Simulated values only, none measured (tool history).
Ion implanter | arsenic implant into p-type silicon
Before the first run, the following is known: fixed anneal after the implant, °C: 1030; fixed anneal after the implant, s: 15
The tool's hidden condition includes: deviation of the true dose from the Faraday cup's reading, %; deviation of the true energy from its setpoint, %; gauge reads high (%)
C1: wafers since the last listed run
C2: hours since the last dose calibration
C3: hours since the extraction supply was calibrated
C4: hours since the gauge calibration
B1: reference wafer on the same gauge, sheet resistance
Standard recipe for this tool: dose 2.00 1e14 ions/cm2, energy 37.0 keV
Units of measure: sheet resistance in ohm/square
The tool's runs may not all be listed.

{"run": 1, "day": 0.0, "dose": 2.0, "energy": 37.0, "C1": 0, "C2": 419.5, "C3": 1753.6, "C4": 243.1, "B1": 413.67, "sheet resistance": 372.84}
{"run": 2, "day": 0.338, "dose": 2.0, "energy": 37.0, "C1": 125, "C2": 427.6, "C3": 1761.7, "C4": 251.2, "B1": 415.15, "sheet resistance": 373.37}
{"run": 3, "day": 1.075, "dose": 2.42, "energy": 37.0, "C1": 273, "C2": 445.3, "C3": 1779.4, "C4": 268.9, "B1": 414.0, "sheet resistance": 323.11}
{"run": 4, "day": 1.696, "dose": 2.42, "energy": 37.0, "C1": 230, "C2": 460.2, "C3": 1794.3, "C4": 283.8, "B1": 413.58, "sheet resistance": 322.4}
{"run": 5, "day": 2.225, "dose": 2.42, "energy": 37.0, "C1": 196, "C2": 472.9, "C3": 1807.0, "C4": 296.5, "B1": 414.24, "sheet resistance": 324.55}
{"run": 6, "day": 2.917, "dose": 2.0, "energy": 32.0, "C1": 256, "C2": 489.5, "C3": 1823.6, "C4": 313.1, "B1": 414.05, "sheet resistance": 380.86}
{"run": 7, "day": 3.192, "dose": 2.0, "energy": 32.0, "C1": 102, "C2": 496.1, "C3": 1830.2, "C4": 319.7, "B1": 413.19, "sheet resistance": 379.88}
{"run": 8, "day": 3.804, "dose": 2.14, "energy": 43.5, "C1": 227, "C2": 510.8, "C3": 1844.9, "C4": 334.4, "B1": 413.59, "sheet resistance": 343.62}
{"run": 9, "day": 4.546, "dose": 2.14, "energy": 43.5, "C1": 275, "C2": 528.6, "C3": 1862.7, "C4": 352.2, "B1": 413.99, "sheet resistance": 343.96}
{"run": 10, "day": 6.208, "dose": 2.0, "energy": 27.0, "C1": 617, "C2": 568.5, "C3": 1902.6, "C4": 392.1, "B1": 414.2, "sheet resistance": 378.78}
{"run": 11, "day": 6.588, "dose": 1.63, "energy": 37.0, "C1": 140, "C2": 577.6, "C3": 1911.7, "C4": 401.2, "B1": 413.12, "sheet resistance": 423.19}
{"day": 7.183, "done": "Faraday cup replaced and dose calibrated"}
{"day": 7.517, "done": "extraction supply calibrated"}
{"run": 12, "day": 7.538, "dose": 2.0, "energy": 30.0, "C1": 105, "C2": 8.5, "C3": 0.5, "C4": 424.0, "B1": 413.31, "sheet resistance": 384.74}
{"run": 13, "day": 7.554, "dose": 2.0, "energy": 30.0, "C1": 6, "C2": 8.9, "C3": 0.9, "C4": 424.4, "B1": 413.97, "sheet resistance": 390.28}
{"day": 7.679, "done": "gauge calibrated"}
{"run": 14, "day": 7.725, "dose": 2.0, "energy": 30.0, "C1": 63, "C2": 13.0, "C3": 5.0, "C4": 1.1, "B1": 413.23, "sheet resistance": 394.58}
{"run": 15, "day": 8.279, "dose": 2.0, "energy": 37.0, "C1": 205, "C2": 26.3, "C3": 18.3, "C4": 14.4, "B1": 413.2, "sheet resistance": 375.18}
{"run": 16, "day": 8.675, "dose": 2.0, "energy": 37.0, "C1": 146, "C2": 35.8, "C3": 27.8, "C4": 23.9, "B1": 414.18, "sheet resistance": 376.18}
{"run": 17, "day": 9.096, "dose": 2.0, "energy": 37.0, "C1": 156, "C2": 45.9, "C3": 37.9, "C4": 34.0, "B1": 413.83, "sheet resistance": 375.09}
{"run": 18, "day": 9.575, "dose": 2.0, "energy": 37.0, "C1": 177, "C2": 57.4, "C3": 49.4, "C4": 45.5, "B1": 414.51, "sheet resistance": 378.07}
{"run": 19, "day": 10.167, "dose": 2.0, "energy": 37.0, "C1": 219, "C2": 71.6, "C3": 63.6, "C4": 59.7, "B1": 413.66, "sheet resistance": 376.14}
{"run": 20, "day": 12.3, "dose": 2.0, "energy": 37.0, "C1": 791, "C2": 122.8, "C3": 114.8, "C4": 110.9, "B1": 414.8, "sheet resistance": 374.62}
{"run": 21, "day": 12.796, "dose": 2.0, "energy": 37.0, "C1": 184, "C2": 134.7, "C3": 126.7, "C4": 122.8, "B1": 412.63, "sheet resistance": 375.41}
{"run": 22, "day": 13.246, "dose": 1.49, "energy": 43.0, "C1": 167, "C2": 145.5, "C3": 137.5, "C4": 133.6, "B1": 413.57, "sheet resistance": 453.73}
{"run": 23, "day": 13.979, "dose": 1.54, "energy": 25.0, "C1": 272, "C2": 163.1, "C3": 155.1, "C4": 151.2, "B1": 414.02, "sheet resistance": 485.89}
{"run": 24, "day": 14.683, "dose": 2.0, "energy": 37.0, "C1": 261, "C2": 180.0, "C3": 172.0, "C4": 168.1, "B1": 413.44, "sheet resistance": 377.4}

Predict the results of run 25:
{"run": 25, "day": 14.983, "dose": 2.0, "energy": 43.0, "C1": 111, "C2": 187.2, "C3": 179.2, "C4": 175.3, "B1": "?", "sheet resistance": "?"}

Run 25 measured B1 413.42, sheet resistance 371.71 ohm/square.
Had the tool carried no hidden state, the very same run would have given sheet resistance 372.18 ohm/square.
